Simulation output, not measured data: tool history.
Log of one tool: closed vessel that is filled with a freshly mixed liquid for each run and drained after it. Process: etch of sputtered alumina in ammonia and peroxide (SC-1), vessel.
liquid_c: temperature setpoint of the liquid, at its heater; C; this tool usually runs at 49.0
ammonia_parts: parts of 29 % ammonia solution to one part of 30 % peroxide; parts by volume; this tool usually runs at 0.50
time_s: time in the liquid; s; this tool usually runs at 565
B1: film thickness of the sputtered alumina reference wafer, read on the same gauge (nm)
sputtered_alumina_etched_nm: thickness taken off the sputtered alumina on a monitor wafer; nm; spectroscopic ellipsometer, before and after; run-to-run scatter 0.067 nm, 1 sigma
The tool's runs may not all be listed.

{"run": 1, "hour": 0.0, "liquid_c": 49.0, "ammonia_parts": 0.5, "time_s": 565, "B1": 30.01, "sputtered_alumina_etched_nm": 15.83}
{"run": 2, "hour": 11.3, "liquid_c": 49.0, "ammonia_parts": 0.35, "time_s": 740, "B1": 30.03, "sputtered_alumina_etched_nm": 20.13}
{"run": 3, "hour": 19.7, "liquid_c": 49.0, "ammonia_parts": 0.35, "time_s": 740, "B1": 29.99, "sputtered_alumina_etched_nm": 20.05}
{"run": 4, "hour": 36.1, "liquid_c": 49.0, "ammonia_parts": 0.35, "time_s": 740, "B1": 30.04, "sputtered_alumina_etched_nm": 19.91}
{"run": 5, "hour": 51.9, "liquid_c": 49.0, "ammonia_parts": 0.5, "time_s": 750, "B1": 30.01, "sputtered_alumina_etched_nm": 20.88}
{"run": 6, "hour": 65.3, "liquid_c": 49.0, "ammonia_parts": 0.5, "time_s": 750, "B1": 29.97, "sputtered_alumina_etched_nm": 20.87}
{"run": 7, "hour": 80.9, "liquid_c": 49.0, "ammonia_parts": 0.5, "time_s": 750, "B1": 29.96, "sputtered_alumina_etched_nm": 20.93}
{"run": 8, "hour": 93.3, "liquid_c": 45.0, "ammonia_parts": 0.5, "time_s": 565, "B1": 30.0, "sputtered_alumina_etched_nm": 12.59}
{"run": 9, "hour": 109.7, "liquid_c": 45.5, "ammonia_parts": 0.5, "time_s": 565, "B1": 30.0, "sputtered_alumina_etched_nm": 12.92}
{"run": 10, "hour": 118.1, "liquid_c": 45.5, "ammonia_parts": 0.5, "time_s": 565, "B1": 30.03, "sputtered_alumina_etched_nm": 12.94}
{"run": 11, "hour": 126.0, "liquid_c": 49.0, "ammonia_parts": 0.5, "time_s": 565, "B1": 30.0, "sputtered_alumina_etched_nm": 15.71}
{"run": 12, "hour": 143.5, "liquid_c": 56.5, "ammonia_parts": 0.6, "time_s": 565, "B1": 29.97, "sputtered_alumina_etched_nm": 24.23}
{"run": 13, "hour": 152.4, "liquid_c": 56.5, "ammonia_parts": 0.6, "time_s": 565, "B1": 29.95, "sputtered_alumina_etched_nm": 28.1}
{"run": 14, "hour": 162.3, "liquid_c": 49.0, "ammonia_parts": 0.55, "time_s": 825, "B1": 29.99, "sputtered_alumina_etched_nm": 27.27}
{"run": 15, "hour": 174.3, "liquid_c": 49.0, "ammonia_parts": 0.7, "time_s": 565, "B1": 29.99, "sputtered_alumina_etched_nm": 19.12}
{"run": 16, "hour": 191.0, "liquid_c": 49.0, "ammonia_parts": 0.65, "time_s": 905, "B1": 29.98, "sputtered_alumina_etched_nm": 30.08}
{"run": 17, "hour": 204.8, "liquid_c": 49.0, "ammonia_parts": 0.5, "time_s": 750, "B1": 30.0, "sputtered_alumina_etched_nm": 24.48}
{"run": 18, "hour": 216.3, "liquid_c": 49.0, "ammonia_parts": 0.55, "time_s": 825, "B1": 30.01, "sputtered_alumina_etched_nm": 27.07}
{"run": 19, "hour": 233.0, "liquid_c": 41.0, "ammonia_parts": 0.7, "time_s": 565, "B1": 29.99, "sputtered_alumina_etched_nm": 12.07}
{"run": 20, "hour": 249.4, "liquid_c": 49.0, "ammonia_parts": 0.5, "time_s": 900, "B1": 30.02, "sputtered_alumina_etched_nm": 29.47}
{"run": 21, "hour": 264.8, "liquid_c": 45.5, "ammonia_parts": 0.75, "time_s": 310, "B1": 30.03, "sputtered_alumina_etched_nm": 8.61}
{"run": 22, "hour": 280.3, "liquid_c": 54.0, "ammonia_parts": 0.4, "time_s": 565, "B1": 29.99, "sputtered_alumina_etched_nm": 23.65}
{"run": 23, "hour": 319.0, "liquid_c": 44.5, "ammonia_parts": 0.5, "time_s": 260, "B1": 30.0, "sputtered_alumina_etched_nm": 6.55}
{"run": 24, "hour": 333.0, "liquid_c": 56.5, "ammonia_parts": 0.3, "time_s": 565, "B1": 29.99, "sputtered_alumina_etched_nm": 26.15}
{"run": 25, "hour": 348.8, "liquid_c": 49.0, "ammonia_parts": 0.75, "time_s": 660, "B1": 29.99, "sputtered_alumina_etched_nm": 22.23}
{"run": 26, "hour": 366.4, "liquid_c": 46.0, "ammonia_parts": 0.7, "time_s": 430, "B1": 29.98, "sputtered_alumina_etched_nm": 12.13}

Withheld: 5 entries from between the runs. Position of each, and hidden state at the listed run before versus the listed run after:
From run 1 to run 2: gauge calibrated (hour 6.2)
  liquid colder than its thermometer reads (K): 2.95 -> 2.96
  measured minus no-state result, sputtered_alumina_etched_nm: -2.84 -> -3.62 nm
From run 12 to run 13: thermometer replaced (hour 146.3)
  liquid colder than its thermometer reads (K): 3.08 -> 0.194
  measured minus no-state result, sputtered_alumina_etched_nm: -4.31 -> -0.28 nm
From run 15 to run 16: new drum of ammonia solution connected (hour 190.1)
  liquid colder than its thermometer reads (K): 0.213 -> 0.228
  measured minus no-state result, sputtered_alumina_etched_nm: -0.22 -> -0.39 nm
From run 20 to run 21: ammonia flow meter replaced (hour 264.3)
  liquid colder than its thermometer reads (K): 0.279 -> 0.292
  measured minus no-state result, sputtered_alumina_etched_nm: -0.46 -> -0.15 nm
From run 22 to run 23: gauge calibrated (hour 285.3)
  liquid colder than its thermometer reads (K): 0.306 -> 0.339
  measured minus no-state result, sputtered_alumina_etched_nm: -0.40 -> -0.13 nm

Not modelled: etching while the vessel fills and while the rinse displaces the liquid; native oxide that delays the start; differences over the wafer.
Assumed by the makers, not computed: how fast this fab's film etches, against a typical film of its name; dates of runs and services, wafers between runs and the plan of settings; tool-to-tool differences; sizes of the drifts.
